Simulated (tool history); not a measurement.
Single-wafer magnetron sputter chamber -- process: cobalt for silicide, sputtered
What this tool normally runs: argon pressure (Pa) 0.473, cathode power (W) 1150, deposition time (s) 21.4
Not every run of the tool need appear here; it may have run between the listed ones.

run   hour  argon pressure (Pa)  cathode power (W)  deposition time (s)  wafers since the last listed run  wafers on the sputter target  hours since the last manometer calibration  hours since the magnet pack was replaced  hours since the gauge calibration  read-back reference wafer on the same gauge, thickness_nm  mean film thickness on the monitor wafer (Å)
  1      0                0.473               1150                 21.4                                 0                          6474                                      1836.4                                   12614.5                              501.7                                                     10.003                                        118.66
      29.7  -- sputter target and shields replaced
  2   30.4                0.473               1150                 21.4                               618                            19                                      1866.8                                   12644.9                              532.1                                                      10.01                                        118.36
  3   89.1                0.473               1150                 21.4                              1620                          1640                                      1925.5                                   12703.6                              590.8                                                      9.987                                        117.98
  4  110.2                0.473               1150                 21.4                               582                          2223                                      1946.6                                   12724.7                              611.9                                                      9.985                                        118.81
  5  124.2                0.473               1150                 21.4                               386                          2609                                      1960.6                                   12738.7                              625.9                                                     10.006                                        118.91
  6  140.2                0.473               1150                 21.4                               441                          3051                                      1976.6                                   12754.7                              641.9                                                         10                                        119.36
  7  171.3                0.473               1150                 21.4                               858                          3910                                      2007.7                                   12785.8                                673                                                      9.982                                        118.49
  8  191.5                0.473               1150                 21.4                               557                          4468                                      2027.9                                     12806                              693.2                                                     10.005                                        117.79
  9  208.5                0.473               1150                 21.4                               469                          4937                                      2044.9                                     12823                              710.2                                                         10                                        119.41
 10  228.3                0.404               1250                 21.4                               546                          5484                                      2064.7                                   12842.8                                730                                                     10.004                                        132.06
       247  -- sputter target and shields replaced
 11  247.5                0.404               1250                 21.4                               309                            13                                      2083.9                                     12862                              749.2                                                      9.988                                        131.46
     261.5  -- magnet pack replaced
 12    280                0.404               1250                 21.4                               676                           690                                      2116.4                                      18.5                              781.7                                                      9.996                                         132.6
 13  295.3                0.473               1250                 21.4                               422                          1112                                      2131.7                                      33.8                                797                                                      9.988                                        128.14
 14  317.2                0.473               1250                 21.4                               604                          1717                                      2153.6                                      55.7                              818.9                                                     10.006                                        128.52
 15    344                0.473               1150                 21.4                               740                          2457                                      2180.4                                      82.5                              845.7                                                      9.979                                        118.99
 16  361.8                0.473               1150                 21.4                               491                          2948                                      2198.2                                     100.3                              863.5                                                     10.001                                        118.47
 17  391.6                0.355               1050                 21.4                               822                          3771                                        2228                                     130.1                              893.3                                                     10.011                                        111.24
     422.7  -- gauge calibrated
 18  426.5                0.304               1400                 19.8                               963                          4735                                      2262.9                                       165                                3.8                                                     10.021                                        140.89
     457.8  -- sputter target and shields replaced
 19  514.6                0.601               1450                   19                              2211                          1569                                        2351                                     253.1                               91.9                                                      9.997                                        127.91
 20  530.4                0.358               1150                 21.4                               436                          2005                                      2366.8                                     268.9                              107.7                                                       9.99                                         122.1
 21    547                0.473               1150                 25.5                               458                          2463                                      2383.4                                     285.5                              124.3                                                      10.01                                        142.02
       588  -- capacitance manometer re-zeroed and calibrated
 22  588.5                0.644               1400                 18.9                               925                          3388                                         0.5                                       327                              165.8                                                      9.993                                         122.2
 23  600.2                0.473               1150                 21.4                               323                          3711                                        12.2                                     338.7                              177.5                                                      9.991                                        118.55
 24  630.3                0.385               1150                 17.8                               831                          4542                                        42.3                                     368.8                              207.6                                                     10.016                                        101.28
 25  677.9                0.521               1450                 21.4                              1314                          5857                                        89.9                                     416.4                              255.2                                                     10.009                                        147.14
 26  702.7                0.473               1150                 21.4                               684                          6542                                       114.7                                     441.2                                280                                                     10.005                                        118.07
 27  718.8                0.473               1150                 21.4                               444                          6986                                       130.8                                     457.3                              296.1                                                     10.008                                        119.15
     738.7  -- sputter target and shields replaced
 28  751.2                0.537               1000                 21.4                               673                           345                                       163.2                                     489.7                              328.5                                                     10.002                                        100.53

Alternative continuations, all from the tool just after run 28; predict every row:
  A  751.6                0.408               1150                 21.4                                11                           356                                       163.6                                     490.1                              328.9                                                          ?                                             ?
  B  751.6                0.539                950                 23.7                                11                           356                                       163.6                                     490.1                              328.9                                                          ?                                             ?
  C  751.6                 0.37               1400                 23.3                                11                           356                                       163.6                                     490.1                              328.9                                                          ?                                             ?

run  read-back reference wafer on the same gauge, thickness_nm  mean film thickness on the monitor wafer (Å)
  A                                                     10.003                                        120.82
  B                                                     10.003                                        106.18
  C                                                     10.003                                        162.04
Had the tool no hidden state, the same runs would have come out as:
run  mean film thickness on the monitor wafer (Å)
  A                                        120.82
  B                                        106.18
  C                                        162.04
